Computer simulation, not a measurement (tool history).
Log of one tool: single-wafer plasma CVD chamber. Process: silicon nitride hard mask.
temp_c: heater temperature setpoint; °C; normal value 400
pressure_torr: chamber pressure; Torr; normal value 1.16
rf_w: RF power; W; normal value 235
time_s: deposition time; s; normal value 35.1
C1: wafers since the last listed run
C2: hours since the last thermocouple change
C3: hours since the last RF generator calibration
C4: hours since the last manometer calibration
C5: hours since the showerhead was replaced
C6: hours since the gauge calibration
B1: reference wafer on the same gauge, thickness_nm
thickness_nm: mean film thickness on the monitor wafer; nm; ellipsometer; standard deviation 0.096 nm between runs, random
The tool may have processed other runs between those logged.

{"run": 1, "hour": 0.0, "temp_c": 400, "pressure_torr": 1.16, "rf_w": 270, "time_s": 36.7, "C1": 0, "C2": 1449.6, "C3": 222.7, "C4": 831.9, "C5": 1693.3, "C6": 158.2, "B1": 25.117, "thickness_nm": 35.449}
{"run": 2, "hour": 27.6, "temp_c": 400, "pressure_torr": 1.01, "rf_w": 250, "time_s": 35.1, "C1": 609, "C2": 1477.2, "C3": 250.3, "C4": 859.5, "C5": 1720.9, "C6": 185.8, "B1": 25.104, "thickness_nm": 30.305}
{"run": 3, "hour": 87.6, "temp_c": 400, "pressure_torr": 1.01, "rf_w": 250, "time_s": 35.1, "C1": 1324, "C2": 1537.2, "C3": 310.3, "C4": 919.5, "C5": 1780.9, "C6": 245.8, "B1": 25.108, "thickness_nm": 30.313}
{"run": 4, "hour": 143.2, "temp_c": 400, "pressure_torr": 1.16, "rf_w": 235, "time_s": 30.7, "C1": 1227, "C2": 1592.8, "C3": 365.9, "C4": 975.1, "C5": 1836.5, "C6": 301.4, "B1": 25.104, "thickness_nm": 26.249}
{"run": 5, "hour": 222.3, "temp_c": 400, "pressure_torr": 1.16, "rf_w": 235, "time_s": 30.7, "C1": 1746, "C2": 1671.9, "C3": 445, "C4": 1054.2, "C5": 1915.6, "C6": 380.5, "B1": 25.1, "thickness_nm": 26.227}
{"run": 6, "hour": 268.5, "temp_c": 400, "pressure_torr": 1.16, "rf_w": 235, "time_s": 30.7, "C1": 1020, "C2": 1718.1, "C3": 491.2, "C4": 1100.4, "C5": 1961.8, "C6": 426.7, "B1": 25.085, "thickness_nm": 26.232}
{"run": 7, "hour": 327.5, "temp_c": 400, "pressure_torr": 1.16, "rf_w": 235, "time_s": 35.1, "C1": 1302, "C2": 1777.1, "C3": 550.2, "C4": 1159.4, "C5": 2020.8, "C6": 485.7, "B1": 25.095, "thickness_nm": 29.972}
{"hour": 364.5, "done": "capacitance manometer re-zeroed and calibrated"}
{"run": 8, "hour": 381.3, "temp_c": 400, "pressure_torr": 1.16, "rf_w": 235, "time_s": 35.1, "C1": 1011, "C2": 1830.9, "C3": 604, "C4": 16.8, "C5": 2074.6, "C6": 539.5, "B1": 25.098, "thickness_nm": 31.108}
{"run": 9, "hour": 436.8, "temp_c": 400, "pressure_torr": 1.16, "rf_w": 235, "time_s": 35.1, "C1": 1225, "C2": 1886.4, "C3": 659.5, "C4": 72.3, "C5": 2130.1, "C6": 595, "B1": 25.093, "thickness_nm": 31.086}
{"run": 10, "hour": 469.4, "temp_c": 400, "pressure_torr": 1.16, "rf_w": 235, "time_s": 35.1, "C1": 719, "C2": 1919, "C3": 692.1, "C4": 104.9, "C5": 2162.7, "C6": 627.6, "B1": 25.092, "thickness_nm": 31.021}
{"hour": 502.1, "done": "capacitance manometer re-zeroed and calibrated, repeated, since the last time left the tool worse"}
{"hour": 524.0, "done": "thermocouple changed; heater temperature recalibrated"}
{"run": 11, "hour": 524.5, "temp_c": 400, "pressure_torr": 1.16, "rf_w": 235, "time_s": 35.1, "C1": 863, "C2": 0.5, "C3": 747.2, "C4": 22.4, "C5": 2217.8, "C6": 682.7, "B1": 25.106, "thickness_nm": 30.43}
{"run": 12, "hour": 564.3, "temp_c": 400, "pressure_torr": 1.16, "rf_w": 250, "time_s": 35.1, "C1": 878, "C2": 40.3, "C3": 787, "C4": 62.2, "C5": 2257.6, "C6": 722.5, "B1": 25.099, "thickness_nm": 32.206}
{"hour": 580.2, "done": "gauge calibrated"}
{"run": 13, "hour": 682.4, "temp_c": 409, "pressure_torr": 1.29, "rf_w": 260, "time_s": 28.8, "C1": 2607, "C2": 158.4, "C3": 905.1, "C4": 180.3, "C5": 2375.7, "C6": 102.2, "B1": 25.094, "thickness_nm": 27.934}
{"run": 14, "hour": 711.4, "temp_c": 400, "pressure_torr": 1.16, "rf_w": 235, "time_s": 32.2, "C1": 640, "C2": 187.4, "C3": 934.1, "C4": 209.3, "C5": 2404.7, "C6": 131.2, "B1": 25.102, "thickness_nm": 27.82}
{"run": 15, "hour": 747.3, "temp_c": 400, "pressure_torr": 1.16, "rf_w": 235, "time_s": 32.4, "C1": 792, "C2": 223.3, "C3": 970, "C4": 245.2, "C5": 2440.6, "C6": 167.1, "B1": 25.109, "thickness_nm": 27.814}
{"hour": 765.7, "done": "RF generator calibrated"}
{"run": 16, "hour": 806.9, "temp_c": 400, "pressure_torr": 1.16, "rf_w": 280, "time_s": 35.1, "C1": 1139, "C2": 282.9, "C3": 41.2, "C4": 304.8, "C5": 2500.2, "C6": 226.7, "B1": 25.093, "thickness_nm": 35.192}
{"hour": 821.4, "done": "showerhead replaced"}
{"run": 17, "hour": 833.0, "temp_c": 400, "pressure_torr": 1.16, "rf_w": 235, "time_s": 35.1, "C1": 399, "C2": 309, "C3": 67.3, "C4": 330.9, "C5": 11.6, "C6": 252.8, "B1": 25.091, "thickness_nm": 30.189}
{"run": 18, "hour": 881.4, "temp_c": 395, "pressure_torr": 1.34, "rf_w": 270, "time_s": 29.6, "C1": 1068, "C2": 357.4, "C3": 115.7, "C4": 379.3, "C5": 60, "C6": 301.2, "B1": 25.099, "thickness_nm": 30.021}
{"run": 19, "hour": 931.8, "temp_c": 400, "pressure_torr": 0.88, "rf_w": 235, "time_s": 41.6, "C1": 1112, "C2": 407.8, "C3": 166.1, "C4": 429.7, "C5": 110.4, "C6": 351.6, "B1": 25.104, "thickness_nm": 32.568}
{"run": 20, "hour": 983.0, "temp_c": 400, "pressure_torr": 0.88, "rf_w": 220, "time_s": 35.1, "C1": 1130, "C2": 459, "C3": 217.3, "C4": 480.9, "C5": 161.6, "C6": 402.8, "B1": 25.101, "thickness_nm": 25.756}
{"run": 21, "hour": 1014.9, "temp_c": 390, "pressure_torr": 0.87, "rf_w": 235, "time_s": 38, "C1": 704, "C2": 490.9, "C3": 249.2, "C4": 512.8, "C5": 193.5, "C6": 434.7, "B1": 25.099, "thickness_nm": 29.854}
{"run": 22, "hour": 1070.5, "temp_c": 400, "pressure_torr": 1.16, "rf_w": 235, "time_s": 35.1, "C1": 1227, "C2": 546.5, "C3": 304.8, "C4": 568.4, "C5": 249.1, "C6": 490.3, "B1": 25.103, "thickness_nm": 30.018}
{"run": 23, "hour": 1145.3, "temp_c": 400, "pressure_torr": 1.16, "rf_w": 190, "time_s": 35.1, "C1": 1651, "C2": 621.3, "C3": 379.6, "C4": 643.2, "C5": 323.9, "C6": 565.1, "B1": 25.084, "thickness_nm": 24.374}

A few steps of thickness_nm between consecutive runs. Split each: what settings, incoming material and random variation would produce without the hidden state, and what is left over for the hidden state, along with gauge scatter present in only one of the two compared results (measured, and without hidden state):
The hidden state here: wafer temperature above the value expected at the setpoint (K); delivered RF power above the setpoint (%); true pressure above the setpoint (%); gauge reads high (%).
Run 7 -> 8: capacitance manometer re-zeroed and calibrated. thickness_nm +1.136 nm: hidden state +1.107, all else +0.029.
Run 10 -> 11: capacitance manometer re-zeroed and calibrated, repeated, since the last time left the tool worse, thermocouple changed; heater temperature recalibrated. thickness_nm -0.591 nm: hidden state -0.721, all else +0.13.
Run 15 -> 16: rf_w 235 -> 280, time_s 32.4 -> 35.1, RF generator calibrated. thickness_nm +7.378 nm: hidden state -0.051, all else +7.429.
Run 19 -> 20: rf_w 235 -> 220, time_s 41.6 -> 35.1. thickness_nm -6.812 nm: hidden state +0.027, all else -6.839.
